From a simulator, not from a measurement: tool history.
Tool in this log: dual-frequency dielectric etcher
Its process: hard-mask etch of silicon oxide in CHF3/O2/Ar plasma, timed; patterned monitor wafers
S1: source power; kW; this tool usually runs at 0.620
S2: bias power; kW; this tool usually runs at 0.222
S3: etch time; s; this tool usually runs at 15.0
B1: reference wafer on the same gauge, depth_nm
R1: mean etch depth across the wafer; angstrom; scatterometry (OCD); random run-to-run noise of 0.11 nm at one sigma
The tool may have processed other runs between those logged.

run,day,S1,S2,S3,B1,R1
1,0.000,0.620,0.222,15.0,34.51,315.7
2,0.796,0.620,0.222,15.0,34.46,316.0
3,1.412,0.540,0.222,12.0,34.51,240.1
4,1.983,0.540,0.222,12.0,34.49,237.3
5,3.375,0.540,0.222,12.0,34.47,238.0
6,4.783,0.620,0.222,15.0,34.47,314.2
7,5.729,0.620,0.222,15.0,34.49,314.9
8,7.838,0.620,0.261,15.0,34.53,344.3
9,8.617,0.620,0.261,15.0,34.55,345.5
10,9.908,0.620,0.261,15.0,34.52,343.8
11,10.721,0.620,0.222,18.0,34.51,379.3
12,11.658,0.620,0.191,15.0,34.51,289.3
13,14.504,0.740,0.276,13.5,34.49,343.4
14,15.371,0.520,0.179,17.0,34.53,295.6
15,16.679,0.490,0.241,13.5,34.54,270.4
16,17.817,0.760,0.222,15.0,34.50,341.9
17,19.929,0.510,0.222,15.0,34.50,292.0
18,19.942,0.660,0.272,17.5,34.50,422.5
19,20.333,0.620,0.222,18.5,34.48,390.7
20,21.767,0.780,0.222,15.0,34.49,344.0
21,23.225,0.620,0.171,15.0,34.48,271.2
22,24.371,0.620,0.222,15.0,34.54,314.1
23,25.862,0.570,0.206,18.0,34.49,349.7
24,26.825,0.620,0.239,17.0,34.50,373.5
25,28.100,0.620,0.253,13.0,34.47,294.6
26,29.054,0.620,0.222,15.0,34.47,314.2
27,29.738,0.620,0.222,15.0,34.51,315.4
28,30.775,0.570,0.241,18.5,34.50,393.3
29,31.704,0.740,0.276,13.5,34.54,342.9

Between the runs listed above, the log contained 5 entries, not reproduced here. Where in the sequence does each belong, and how does what the log doesn't record of the tool's condition differ from the listed run before to the listed run after?
Logged between run 9 and run 10: gauge calibrated (day 9.175)
  nothing in the hidden state changes from one run to the other
Logged between run 10 and run 11: bias power generator calibrated (day 10.150)
  nothing in the hidden state changes from one run to the other
Logged between run 14 and run 15: source power generator calibrated (day 15.867); wet clean of the chamber (day 16.658)
  nothing in the hidden state changes from one run to the other
Logged between run 16 and run 17: upper electrode replaced (day 19.908)
  nothing in the hidden state changes from one run to the other

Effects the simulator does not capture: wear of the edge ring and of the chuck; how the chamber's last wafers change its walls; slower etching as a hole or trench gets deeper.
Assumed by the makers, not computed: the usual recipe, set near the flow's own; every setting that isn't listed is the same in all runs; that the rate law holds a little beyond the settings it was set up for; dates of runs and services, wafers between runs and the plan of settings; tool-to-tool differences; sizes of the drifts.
